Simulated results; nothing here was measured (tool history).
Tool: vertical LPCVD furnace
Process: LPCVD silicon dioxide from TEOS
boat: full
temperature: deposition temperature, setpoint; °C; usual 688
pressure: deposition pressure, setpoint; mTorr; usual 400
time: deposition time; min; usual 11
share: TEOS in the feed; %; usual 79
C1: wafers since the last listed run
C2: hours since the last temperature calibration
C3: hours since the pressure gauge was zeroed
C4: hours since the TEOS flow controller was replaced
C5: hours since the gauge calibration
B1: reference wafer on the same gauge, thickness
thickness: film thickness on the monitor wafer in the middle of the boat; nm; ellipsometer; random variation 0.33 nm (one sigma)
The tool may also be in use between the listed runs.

run 1 day=0 | temperature=688 pressure=400 time=11 share=79 | C1=0 C2=2237.4 C3=1498.9 C4=4044.8 C5=183.2 | B1=69.74 | thickness=83.83
run 2 day=2.771 | temperature=688 pressure=400 time=11 share=79 | C1=890 C2=2303.9 C3=1565.4 C4=4111.3 C5=249.7 | B1=69.85 | thickness=83.83
run 3 day=4.004 | temperature=688 pressure=400 time=8.5 share=79 | C1=396 C2=2333.5 C3=1595 C4=4140.9 C5=279.3 | B1=69.97 | thickness=64.64
run 4 day=6.829 | temperature=688 pressure=400 time=11 share=79 | C1=908 C2=2401.3 C3=1662.8 C4=4208.7 C5=347.1 | B1=69.69 | thickness=83.57
run 5 day=8.388 | temperature=688 pressure=440 time=11 share=79 | C1=501 C2=2438.7 C3=1700.2 C4=4246.1 C5=384.5 | B1=69.79 | thickness=87.6
run 6 day=10.975 | temperature=688 pressure=440 time=11 share=79 | C1=831 C2=2500.8 C3=1762.3 C4=4308.2 C5=446.6 | B1=69.73 | thickness=87.27
run 7 day=17.133 | temperature=688 pressure=440 time=11 share=79 | C1=1980 C2=2648.6 C3=1910.1 C4=4456 C5=594.4 | B1=69.8 | thickness=87.82
run 8 day=19.879 | temperature=688 pressure=400 time=11 share=79 | C1=882 C2=2714.5 C3=1976 C4=4521.9 C5=660.3 | B1=69.88 | thickness=83.09
-- day=22.162 thermocouples replaced and temperature profile calibrated
run 9 day=22.188 | temperature=688 pressure=400 time=11 share=79 | C1=420 C2=0.6 C3=2031.4 C4=4577.3 C5=715.7 | B1=69.81 | thickness=82.76
-- day=24.425 pressure gauge zeroed
run 10 day=24.838 | temperature=688 pressure=400 time=11 share=79 | C1=530 C2=64.2 C3=9.9 C4=4640.9 C5=779.3 | B1=69.85 | thickness=84.68
run 11 day=26.296 | temperature=679 pressure=400 time=11 share=79 | C1=468 C2=99.2 C3=44.9 C4=4675.9 C5=814.3 | B1=69.74 | thickness=69.13
-- day=34.467 gauge calibrated
run 12 day=34.658 | temperature=679 pressure=400 time=11 share=79 | C1=2688 C2=299.9 C3=245.6 C4=4876.6 C5=4.6 | B1=69.79 | thickness=68.22
run 13 day=36.108 | temperature=679 pressure=400 time=11 share=79 | C1=466 C2=334.7 C3=280.4 C4=4911.4 C5=39.4 | B1=69.85 | thickness=68.2
run 14 day=38.004 | temperature=688 pressure=425 time=11 share=79 | C1=609 C2=380.2 C3=325.9 C4=4956.9 C5=84.9 | B1=69.69 | thickness=87.78
run 15 day=40.675 | temperature=688 pressure=460 time=11 share=79 | C1=858 C2=444.3 C3=390 C4=5021 C5=149 | B1=69.94 | thickness=90.63
run 16 day=41.821 | temperature=679 pressure=400 time=11 share=79 | C1=368 C2=471.8 C3=417.5 C4=5048.5 C5=176.5 | B1=69.79 | thickness=67.86
run 17 day=44.525 | temperature=688 pressure=460 time=11 share=70 | C1=869 C2=536.7 C3=482.4 C4=5113.4 C5=241.4 | B1=69.87 | thickness=85.07
run 18 day=47.354 | temperature=684 pressure=400 time=15.5 share=71 | C1=909 C2=604.6 C3=550.3 C4=5181.3 C5=309.3 | B1=69.81 | thickness=102.31
run 19 day=49.012 | temperature=688 pressure=440 time=11 share=79 | C1=533 C2=644.4 C3=590.1 C4=5221.1 C5=349.1 | B1=69.7 | thickness=87.96

Forecast run 20:
-- day=50.638 TEOS flow controller replaced
run 20 day=51.017 | temperature=688 pressure=400 time=11 share=79 | C1=322 C2=692.5 C3=638.2 C4=9.1 C5=397.2 | B1=? | thickness=?

Run 20 gave B1 69.83, thickness 84.63 nm.
Without the tool's hidden state the same run would have given thickness 85.8 nm.
